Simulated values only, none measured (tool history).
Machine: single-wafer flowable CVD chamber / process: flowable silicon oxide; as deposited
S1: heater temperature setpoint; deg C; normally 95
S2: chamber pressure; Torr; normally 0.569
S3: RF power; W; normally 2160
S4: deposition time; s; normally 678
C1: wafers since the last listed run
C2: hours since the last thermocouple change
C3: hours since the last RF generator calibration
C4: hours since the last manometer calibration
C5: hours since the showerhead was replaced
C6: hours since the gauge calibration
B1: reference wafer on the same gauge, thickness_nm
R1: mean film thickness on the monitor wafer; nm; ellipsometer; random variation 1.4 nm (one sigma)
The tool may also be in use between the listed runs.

{"run": 1, "hour": 0.0, "S1": 95, "S2": 0.569, "S3": 2160, "S4": 678, "C1": 0, "C2": 2831.8, "C3": 264.7, "C4": 109.6, "C5": 6929.9, "C6": 244.3, "B1": 293.295, "R1": 257.995}
{"run": 2, "hour": 45.9, "S1": 95, "S2": 0.569, "S3": 2160, "S4": 678, "C1": 148, "C2": 2877.7, "C3": 310.6, "C4": 155.5, "C5": 6975.8, "C6": 290.2, "B1": 292.901, "R1": 257.862}
{"run": 3, "hour": 113.7, "S1": 95, "S2": 0.569, "S3": 2160, "S4": 678, "C1": 218, "C2": 2945.5, "C3": 378.4, "C4": 223.3, "C5": 7043.6, "C6": 358.0, "B1": 293.14, "R1": 256.953}
{"run": 4, "hour": 144.6, "S1": 95, "S2": 0.569, "S3": 1945, "S4": 678, "C1": 99, "C2": 2976.4, "C3": 409.3, "C4": 254.2, "C5": 7074.5, "C6": 388.9, "B1": 292.51, "R1": 251.133}
{"hour": 187.0, "done": "thermocouple changed; heater temperature recalibrated"}
{"run": 5, "hour": 213.0, "S1": 109, "S2": 0.569, "S3": 2510, "S4": 678, "C1": 195, "C2": 26.0, "C3": 477.7, "C4": 322.6, "C5": 7142.9, "C6": 457.3, "B1": 292.799, "R1": 185.229}
{"run": 6, "hour": 275.3, "S1": 95, "S2": 0.675, "S3": 2160, "S4": 678, "C1": 201, "C2": 88.3, "C3": 540.0, "C4": 384.9, "C5": 7205.2, "C6": 519.6, "B1": 293.14, "R1": 326.248}
{"run": 7, "hour": 324.9, "S1": 95, "S2": 0.569, "S3": 2160, "S4": 678, "C1": 160, "C2": 137.9, "C3": 589.6, "C4": 434.5, "C5": 7254.8, "C6": 569.2, "B1": 293.307, "R1": 274.077}
{"run": 8, "hour": 356.4, "S1": 83, "S2": 0.637, "S3": 2160, "S4": 614, "C1": 101, "C2": 169.4, "C3": 621.1, "C4": 466.0, "C5": 7286.3, "C6": 600.7, "B1": 292.941, "R1": 385.848}
{"run": 9, "hour": 385.5, "S1": 95, "S2": 0.569, "S3": 1945, "S4": 678, "C1": 93, "C2": 198.5, "C3": 650.2, "C4": 495.1, "C5": 7315.4, "C6": 629.8, "B1": 292.579, "R1": 269.196}
{"run": 10, "hour": 422.9, "S1": 95, "S2": 0.569, "S3": 1865, "S4": 608, "C1": 120, "C2": 235.9, "C3": 687.6, "C4": 532.5, "C5": 7352.8, "C6": 667.2, "B1": 292.772, "R1": 235.89}
{"run": 11, "hour": 454.9, "S1": 95, "S2": 0.531, "S3": 2160, "S4": 808, "C1": 103, "C2": 267.9, "C3": 719.6, "C4": 564.5, "C5": 7384.8, "C6": 699.2, "B1": 293.232, "R1": 300.385}
{"run": 12, "hour": 480.2, "S1": 95, "S2": 0.569, "S3": 2160, "S4": 678, "C1": 81, "C2": 293.2, "C3": 744.9, "C4": 589.8, "C5": 7410.1, "C6": 724.5, "B1": 293.827, "R1": 270.077}
{"run": 13, "hour": 509.1, "S1": 95, "S2": 0.429, "S3": 2160, "S4": 745, "C1": 93, "C2": 322.1, "C3": 773.8, "C4": 618.7, "C5": 7439.0, "C6": 753.4, "B1": 293.2, "R1": 225.454}
{"hour": 556.2, "done": "RF generator calibrated"}
{"run": 14, "hour": 569.0, "S1": 102, "S2": 0.476, "S3": 2325, "S4": 640, "C1": 167, "C2": 382.0, "C3": 12.8, "C4": 678.6, "C5": 7498.9, "C6": 813.3, "B1": 293.6, "R1": 175.578}
{"hour": 577.2, "done": "showerhead replaced"}
{"run": 15, "hour": 596.8, "S1": 103, "S2": 0.659, "S3": 2160, "S4": 678, "C1": 63, "C2": 409.8, "C3": 40.6, "C4": 706.4, "C5": 19.6, "C6": 841.1, "B1": 293.189, "R1": 248.606}
{"run": 16, "hour": 632.9, "S1": 87, "S2": 0.51, "S3": 2020, "S4": 743, "C1": 116, "C2": 445.9, "C3": 76.7, "C4": 742.5, "C5": 55.7, "C6": 877.2, "B1": 292.581, "R1": 328.342}
{"run": 17, "hour": 699.2, "S1": 95, "S2": 0.569, "S3": 2570, "S4": 678, "C1": 214, "C2": 512.2, "C3": 143.0, "C4": 808.8, "C5": 122.0, "C6": 943.5, "B1": 293.175, "R1": 271.845}
{"run": 18, "hour": 761.5, "S1": 95, "S2": 0.569, "S3": 2160, "S4": 731, "C1": 201, "C2": 574.5, "C3": 205.3, "C4": 871.1, "C5": 184.3, "C6": 1005.8, "B1": 292.832, "R1": 286.852}
{"run": 19, "hour": 806.5, "S1": 95, "S2": 0.569, "S3": 2160, "S4": 678, "C1": 145, "C2": 619.5, "C3": 250.3, "C4": 916.1, "C5": 229.3, "C6": 1050.8, "B1": 293.324, "R1": 265.749}
{"run": 20, "hour": 863.0, "S1": 90, "S2": 0.569, "S3": 2160, "S4": 739, "C1": 182, "C2": 676.0, "C3": 306.8, "C4": 972.6, "C5": 285.8, "C6": 1107.3, "B1": 292.807, "R1": 335.267}

Expected results for the next run?
{"run": 21, "hour": 911.6, "S1": 82, "S2": 0.569, "S3": 2160, "S4": 602, "C1": 156, "C2": 724.6, "C3": 355.4, "C4": 1021.2, "C5": 334.4, "C6": 1155.9, "B1": "?", "R1": "?"}

B1: 292.959
R1: 337.041 nm
Without the tool's hidden state the same run would have given R1 357.633 nm.

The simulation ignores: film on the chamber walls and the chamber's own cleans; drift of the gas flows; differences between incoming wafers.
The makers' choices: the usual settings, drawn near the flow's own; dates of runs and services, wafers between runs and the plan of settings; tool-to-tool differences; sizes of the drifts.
